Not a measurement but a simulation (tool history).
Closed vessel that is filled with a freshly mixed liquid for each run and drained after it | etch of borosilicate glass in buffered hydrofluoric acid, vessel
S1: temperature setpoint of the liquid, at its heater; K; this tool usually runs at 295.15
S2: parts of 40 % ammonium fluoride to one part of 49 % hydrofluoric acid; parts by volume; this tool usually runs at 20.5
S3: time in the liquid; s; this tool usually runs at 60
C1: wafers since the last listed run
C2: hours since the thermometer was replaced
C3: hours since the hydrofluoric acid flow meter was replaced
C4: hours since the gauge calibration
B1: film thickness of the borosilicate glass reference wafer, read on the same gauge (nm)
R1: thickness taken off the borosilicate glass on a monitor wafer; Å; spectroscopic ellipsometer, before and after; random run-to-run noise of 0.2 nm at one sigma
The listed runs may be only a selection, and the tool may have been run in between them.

run	hour	S1	S2	S3	C1	C2	C3	C4	B1	R1
1	0	295.15	20.5	60	0	236.6	1848.6	345.2	49.63	325.7
2	58.1	298.65	18	60	3790	294.7	1906.7	403.3	49.52	441.8
3	96.1	295.15	20.5	60	2478	332.7	1944.7	441.3	49.44	324.1
4	161.4	295.15	20.5	60	4259	398	2010	506.6	49.28	324.4
5	215.8	295.15	20.5	60	3548	452.4	2064.4	561	49.18	323.5
6	254	295.15	20.5	60	2491	490.6	2102.6	599.2	49.1	318.2
7	317.9	295.15	20.5	60	4168	554.5	2166.5	663.1	48.88	319.6
8	367.7	295.15	20.5	60	3248	604.3	2216.3	712.9	48.74	318.7
# hour 408.9: gauge calibrated
9	427.7	299.65	20.5	60	3914	664.3	2276.3	18.8	50.11	418.1
# hour 472.9: thermometer replaced
10	476.6	295.15	20.5	60	3124	3.7	2325.2	67.7	50.1	324
# hour 483.3: hydrofluoric acid flow meter replaced
11	506.7	295.15	20.5	60	1898	33.8	23.4	97.8	50.11	327.7
12	544.6	299.65	16	70	2472	71.7	61.3	135.7	50.13	615.8
13	570.1	295.15	27	70	1663	97.2	86.8	161.2	50.1	312.2
14	603.8	295.15	20.5	60	2198	130.9	120.5	194.9	50.06	328.8
15	648.8	295.15	18	60	2935	175.9	165.5	239.9	49.98	370.8
16	850.1	293.65	20.5	30	13131	377.2	366.8	441.2	49.69	147.7

Forecast each of these 3 alternatives for the next run:
A	850.8	295.15	20.5	60	45	377.9	367.5	441.9	?	?
B	850.8	299.65	15	30	45	377.9	367.5	441.9	?	?
C	850.8	297.65	18.5	40	45	377.9	367.5	441.9	?	?

run	B1	R1
A	49.66	326.3
B	49.66	281
C	49.66	273.7
Had the tool no hidden state, the same runs would have come out as:
run	R1
A	328.5
B	282.9
C	275.5
